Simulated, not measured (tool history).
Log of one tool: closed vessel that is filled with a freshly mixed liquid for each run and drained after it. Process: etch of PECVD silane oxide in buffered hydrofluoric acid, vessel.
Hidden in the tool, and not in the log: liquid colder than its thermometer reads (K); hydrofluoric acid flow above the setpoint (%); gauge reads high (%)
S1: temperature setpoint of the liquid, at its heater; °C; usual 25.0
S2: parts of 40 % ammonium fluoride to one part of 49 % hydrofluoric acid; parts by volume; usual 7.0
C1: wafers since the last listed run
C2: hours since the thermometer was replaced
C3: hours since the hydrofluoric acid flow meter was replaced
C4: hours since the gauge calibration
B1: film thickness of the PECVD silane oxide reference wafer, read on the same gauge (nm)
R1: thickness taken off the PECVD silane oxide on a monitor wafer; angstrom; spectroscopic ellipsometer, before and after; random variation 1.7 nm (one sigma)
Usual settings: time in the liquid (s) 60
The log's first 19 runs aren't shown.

{"run": 20, "hour": 986.1, "S1": 29.5, "S2": 7.0, "time in the liquid (s)": 60, "C1": 7808, "C2": 2426.1, "C3": 1626.7, "C4": 599.1, "B1": 130.01, "R1": 4170.8}
{"run": 21, "hour": 1055.2, "S1": 25.0, "S2": 7.0, "time in the liquid (s)": 60, "C1": 9863, "C2": 2495.2, "C3": 1695.8, "C4": 668.2, "B1": 130.02, "R1": 3292.7}
{"hour": 1080.1, "done": "hydrofluoric acid flow meter replaced"}
{"run": 22, "hour": 1091.6, "S1": 25.0, "S2": 7.0, "time in the liquid (s)": 40, "C1": 5053, "C2": 2531.6, "C3": 11.5, "C4": 704.6, "B1": 129.98, "R1": 2066.7}
{"run": 23, "hour": 1145.4, "S1": 29.5, "S2": 7.0, "time in the liquid (s)": 85, "C1": 7679, "C2": 2585.4, "C3": 65.3, "C4": 758.4, "B1": 129.99, "R1": 5613.9}
{"hour": 1181.8, "done": "thermometer replaced"}
{"run": 24, "hour": 1336.9, "S1": 21.5, "S2": 7.0, "time in the liquid (s)": 60, "C1": 27192, "C2": 155.1, "C3": 256.8, "C4": 949.9, "B1": 129.99, "R1": 2587.9}
{"run": 25, "hour": 1379.8, "S1": 25.0, "S2": 7.0, "time in the liquid (s)": 60, "C1": 6123, "C2": 198.0, "C3": 299.7, "C4": 992.8, "B1": 130.0, "R1": 3152.0}
{"run": 26, "hour": 1414.2, "S1": 25.0, "S2": 6.0, "time in the liquid (s)": 30, "C1": 4910, "C2": 232.4, "C3": 334.1, "C4": 1027.2, "B1": 129.99, "R1": 1796.8}
{"run": 27, "hour": 1474.4, "S1": 30.0, "S2": 9.5, "time in the liquid (s)": 70, "C1": 8593, "C2": 292.6, "C3": 394.3, "C4": 1087.4, "B1": 130.01, "R1": 3504.2}
{"run": 28, "hour": 1505.5, "S1": 25.0, "S2": 7.0, "time in the liquid (s)": 30, "C1": 4439, "C2": 323.7, "C3": 425.4, "C4": 1118.5, "B1": 130.02, "R1": 1568.2}
{"run": 29, "hour": 1561.8, "S1": 20.5, "S2": 9.0, "time in the liquid (s)": 90, "C1": 8036, "C2": 380.0, "C3": 481.7, "C4": 1174.8, "B1": 129.99, "R1": 2844.0}
{"run": 30, "hour": 1630.1, "S1": 26.5, "S2": 8.5, "time in the liquid (s)": 35, "C1": 9749, "C2": 448.3, "C3": 550.0, "C4": 1243.1, "B1": 130.0, "R1": 1625.2}
{"run": 31, "hour": 1672.1, "S1": 25.0, "S2": 7.0, "time in the liquid (s)": 60, "C1": 5995, "C2": 490.3, "C3": 592.0, "C4": 1285.1, "B1": 129.98, "R1": 3165.5}
{"run": 32, "hour": 1721.9, "S1": 23.5, "S2": 7.0, "time in the liquid (s)": 45, "C1": 7108, "C2": 540.1, "C3": 641.8, "C4": 1334.9, "B1": 130.02, "R1": 2211.2}

4 ways to go on from here, each from the tool as it stands after run 32. What would each give?
{"run": "A", "hour": 1722.6, "S1": 22.5, "S2": 7.0, "time in the liquid (s)": 60, "C1": 99, "C2": 540.8, "C3": 642.5, "C4": 1335.6, "B1": "?", "R1": "?"}
{"run": "B", "hour": 1722.6, "S1": 27.5, "S2": 5.0, "time in the liquid (s)": 35, "C1": 99, "C2": 540.8, "C3": 642.5, "C4": 1335.6, "B1": "?", "R1": "?"}
{"run": "C", "hour": 1722.6, "S1": 21.0, "S2": 5.0, "time in the liquid (s)": 60, "C1": 99, "C2": 540.8, "C3": 642.5, "C4": 1335.6, "B1": "?", "R1": "?"}
{"run": "D", "hour": 1722.6, "S1": 29.5, "S2": 6.0, "time in the liquid (s)": 80, "C1": 99, "C2": 540.8, "C3": 642.5, "C4": 1335.6, "B1": "?", "R1": "?"}

run=A B1=130.01 R1=2790.2
run=B B1=130.01 R1=2849.2
run=C B1=130.01 R1=3432.7
run=D B1=130.01 R1=6188.3
Without the tool's hidden state the same runs would have given:
run=A R1=2717.0
run=B R1=2768.8
run=C R1=3335.6
run=D R1=6030.0
